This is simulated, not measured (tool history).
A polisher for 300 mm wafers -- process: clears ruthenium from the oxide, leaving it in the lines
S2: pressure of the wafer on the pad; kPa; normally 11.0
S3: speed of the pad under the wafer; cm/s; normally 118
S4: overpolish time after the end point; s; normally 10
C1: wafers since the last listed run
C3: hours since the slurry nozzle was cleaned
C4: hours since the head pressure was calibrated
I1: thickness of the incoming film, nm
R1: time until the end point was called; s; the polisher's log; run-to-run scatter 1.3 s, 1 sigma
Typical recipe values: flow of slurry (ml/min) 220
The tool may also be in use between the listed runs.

Run 1, day 0.000: usual settings but S4 14 s; C1 0; wafers polished on this pad 700; C3 341.9; C4 487.2; I1 89.6. Result: R1 78.9 s.
Run 2, day 1.196: usual settings but S4 14 s; C1 202; wafers polished on this pad 902; C3 370.6; C4 515.9; I1 89.5. Result: R1 80.4 s.
Run 3, day 1.917: usual settings but S4 14 s; C1 121; wafers polished on this pad 1024; C3 387.9; C4 533.2; I1 89.7. Result: R1 81.0 s.
At day 2.888: worn pad replaced by a new one.
Run 4, day 3.183: usual settings; C1 185; wafers polished on this pad 50; C3 418.3; C4 563.6; I1 90.5. Result: R1 80.1 s.
Run 5, day 3.792: usual settings; C1 102; wafers polished on this pad 153; C3 432.9; C4 578.2; I1 89.7. Result: R1 76.8 s.
Run 6, day 5.175: usual settings but S3 96 cm/s; C1 233; wafers polished on this pad 386; C3 466.1; C4 611.4; I1 90.0. Result: R1 90.7 s.
Run 7, day 6.650: usual settings; C1 249; wafers polished on this pad 636; C3 501.5; C4 646.8; I1 89.9. Result: R1 80.0 s.
Run 8, day 7.692: usual settings; C1 176; wafers polished on this pad 812; C3 526.5; C4 671.8; I1 90.9. Result: R1 81.1 s.
Run 9, day 8.338: usual settings; C1 109; wafers polished on this pad 921; C3 542.0; C4 687.3; I1 88.5. Result: R1 82.1 s.
Run 10, day 9.371: usual settings but S3 132 cm/s; C1 174; wafers polished on this pad 1096; C3 566.8; C4 712.1; I1 89.5. Result: R1 74.2 s.
At day 9.838: worn pad replaced by a new one.
Run 11, day 10.079: usual settings but S3 132 cm/s; C1 91; wafers polished on this pad 40; C3 583.8; C4 729.1; I1 90.2. Result: R1 76.1 s.
At day 10.542: slurry nozzle cleaned.
Run 12, day 11.175: usual settings but S3 132 cm/s; C1 178; wafers polished on this pad 218; C3 15.2; C4 755.4; I1 91.2. Result: R1 77.0 s.
Run 13, day 12.454: usual settings but S4 9 s; C1 216; wafers polished on this pad 435; C3 45.9; C4 786.1; I1 90.6. Result: R1 79.5 s.
At day 12.788: head pressure recalibrated.
Run 14, day 14.142: usual settings but S2 9.7 kPa; C1 271; wafers polished on this pad 706; C3 86.4; C4 32.5; I1 89.9. Result: R1 90.5 s.
Run 15, day 15.129: usual settings; C1 166; wafers polished on this pad 873; C3 110.1; C4 56.2; I1 89.2. Result: R1 80.1 s.
Run 16, day 16.488: usual settings but flow of slurry (ml/min) 185; C1 229; wafers polished on this pad 1102; C3 142.7; C4 88.8; I1 89.8. Result: R1 81.3 s.
At day 16.779: worn pad replaced by a new one.
Run 17, day 17.175: usual settings but flow of slurry (ml/min) 175, S2 7.6 kPa; C1 88; wafers polished on this pad 66; C3 159.2; C4 105.3; I1 90.3. Result: R1 114.7 s.
Run 18, day 17.704: usual settings but flow of slurry (ml/min) 260, S4 5 s; C1 89; wafers polished on this pad 156; C3 171.9; C4 118.0; I1 90.1. Result: R1 80.7 s.
Run 19, day 18.912: usual settings but flow of slurry (ml/min) 280, S2 12.4 kPa, S3 152 cm/s; C1 204; wafers polished on this pad 360; C3 200.9; C4 147.0; I1 91.5. Result: R1 60.4 s.
Run 20, day 20.042: usual settings but S2 12.4 kPa, S4 13 s; C1 190; wafers polished on this pad 551; C3 228.0; C4 174.1; I1 90.3. Result: R1 71.5 s.
Run 21, day 20.750: usual settings; C1 119; wafers polished on this pad 671; C3 245.0; C4 191.1; I1 91.6. Result: R1 81.6 s.
Run 22, day 21.808: usual settings but flow of slurry (ml/min) 150, S3 146 cm/s; C1 178; wafers polished on this pad 849; C3 270.4; C4 216.5; I1 89.8. Result: R1 71.6 s.
At day 22.333: worn pad replaced by a new one.
Run 23, day 23.275: usual settings but flow of slurry (ml/min) 260, S4 5 s; C1 219; wafers polished on this pad 159; C3 305.6; C4 251.7; I1 88.4. Result: R1 77.6 s.
Run 24, day 24.700: usual settings; C1 240; wafers polished on this pad 400; C3 339.8; C4 285.9; I1 90.4. Result: R1 81.2 s.
Run 25, day 25.717: usual settings but flow of slurry (ml/min) 155, S2 9.0 kPa, S3 146 cm/s, S4 7 s; C1 171; wafers polished on this pad 572; C3 364.2; C4 310.3; I1 89.3. Result: R1 81.4 s.
Run 26, day 26.321: usual settings; C1 102; wafers polished on this pad 674; C3 378.7; C4 324.8; I1 89.5. Result: R1 79.8 s.
Run 27, day 27.067: usual settings but S3 86 cm/s; C1 126; wafers polished on this pad 800; C3 396.6; C4 342.7; I1 88.8. Result: R1 96.6 s.
Run 28, day 28.088: usual settings but S3 138 cm/s; C1 172; wafers polished on this pad 972; C3 421.1; C4 367.2; I1 88.3. Result: R1 69.4 s.
At day 28.462: worn pad replaced by a new one.
Run 29, day 29.012: usual settings but S3 130 cm/s; C1 128; wafers polished on this pad 93; C3 443.3; C4 389.4; I1 88.9. Result: R1 73.4 s.
Run 30, day 30.488: usual settings but S2 13.8 kPa; C1 249; wafers polished on this pad 342; C3 478.7; C4 424.8; I1 90.0. Result: R1 67.2 s.
Run 31, day 31.933: usual settings but S2 6.9 kPa; C1 244; wafers polished on this pad 587; C3 513.4; C4 459.5; I1 88.7. Result: R1 115.2 s.

Hidden state at the last listed run before each entry between runs and at the first one after, where it differs:
In the gap between runs 3 and 4: worn pad replaced by a new one (day 2.888)
  no difference in the tool's unlogged condition between these two runs
In the gap between runs 10 and 11: worn pad replaced by a new one (day 9.838)
  no difference in the tool's unlogged condition between these two runs
In the gap between runs 11 and 12: slurry nozzle cleaned (day 10.542)
  no difference in the tool's unlogged condition between these two runs
In the gap between runs 13 and 14: head pressure recalibrated (day 12.788)
  no difference in the tool's unlogged condition between these two runs
In the gap between runs 16 and 17: worn pad replaced by a new one (day 16.779)
  no difference in the tool's unlogged condition between these two runs
In the gap between runs 22 and 23: worn pad replaced by a new one (day 22.333)
  no difference in the tool's unlogged condition between these two runs
In the gap between runs 28 and 29: worn pad replaced by a new one (day 28.462)
  no difference in the tool's unlogged condition between these two runs
